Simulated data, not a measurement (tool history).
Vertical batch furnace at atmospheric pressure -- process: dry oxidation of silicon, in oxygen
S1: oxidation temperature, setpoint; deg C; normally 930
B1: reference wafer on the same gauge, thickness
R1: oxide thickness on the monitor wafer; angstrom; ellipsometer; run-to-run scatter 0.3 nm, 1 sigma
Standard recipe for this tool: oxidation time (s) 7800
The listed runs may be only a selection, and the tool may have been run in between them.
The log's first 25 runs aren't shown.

At day 27.817: thermocouples replaced and temperature profile calibrated.
Run 26, day 27.838: usual settings but S1 921 deg C, oxidation time (s) 5250; B1 50.01. Result: R1 442.7 angstrom.
Run 27, day 28.088: usual settings but oxidation time (s) 3990; B1 49.93. Result: R1 401.5 angstrom.
Run 28, day 28.358: usual settings; B1 49.94. Result: R1 613.4 angstrom.
Run 29, day 29.771: usual settings; B1 49.87. Result: R1 609.4 angstrom.
At day 30.929: boat lift adjusted.
Run 30, day 31.042: usual settings but S1 945 deg C, oxidation time (s) 10590; B1 49.75. Result: R1 835.5 angstrom.
Run 31, day 31.85: usual settings but S1 948 deg C; B1 49.65. Result: R1 701 angstrom.
Run 32, day 34.304: usual settings but S1 922 deg C, oxidation time (s) 10470; B1 49.63. Result: R1 697.4 angstrom.
Run 33, day 35.525: usual settings but S1 952 deg C, oxidation time (s) 10380; B1 49.57. Result: R1 865.4 angstrom.
Run 34, day 36.154: usual settings but S1 905 deg C; B1 49.56. Result: R1 483.2 angstrom.
Run 35, day 36.833: usual settings but S1 949 deg C, oxidation time (s) 5700; B1 49.48. Result: R1 573.5 angstrom.
Run 36, day 38.117: usual settings but S1 908 deg C, oxidation time (s) 6330; B1 49.43. Result: R1 439.4 angstrom.
Run 37, day 39.271: usual settings but S1 941 deg C, oxidation time (s) 5760; B1 49.4. Result: R1 550.2 angstrom.
Run 38, day 39.967: usual settings but S1 905 deg C, oxidation time (s) 11700; B1 49.25. Result: R1 628 angstrom.
Run 39, day 40.496: usual settings but S1 952 deg C, oxidation time (s) 11190; B1 49.27. Result: R1 897.4 angstrom.

Below are 4 alternative next runs, each starting from the tool's condition after run 39. Predict each:
Run A, day 40.75: usual settings; B1 ?. Result: R1 ?.
Run B, day 40.75: usual settings but S1 951 deg C, oxidation time (s) 11100; B1 ?. Result: R1 ?.
Run C, day 40.75: usual settings but S1 942 deg C; B1 ?. Result: R1 ?.
Run D, day 40.75: usual settings but S1 943 deg C; B1 ?. Result: R1 ?.

run     B1     R1
  A  49.35  604.2
  B  49.35  889.8
  C  49.35  663.4
  D  49.35  668.4
Without the tool's hidden state the same runs would have given:
run     R1
  A  615.2
  B  905.9
  C  675.4
  D  680.5
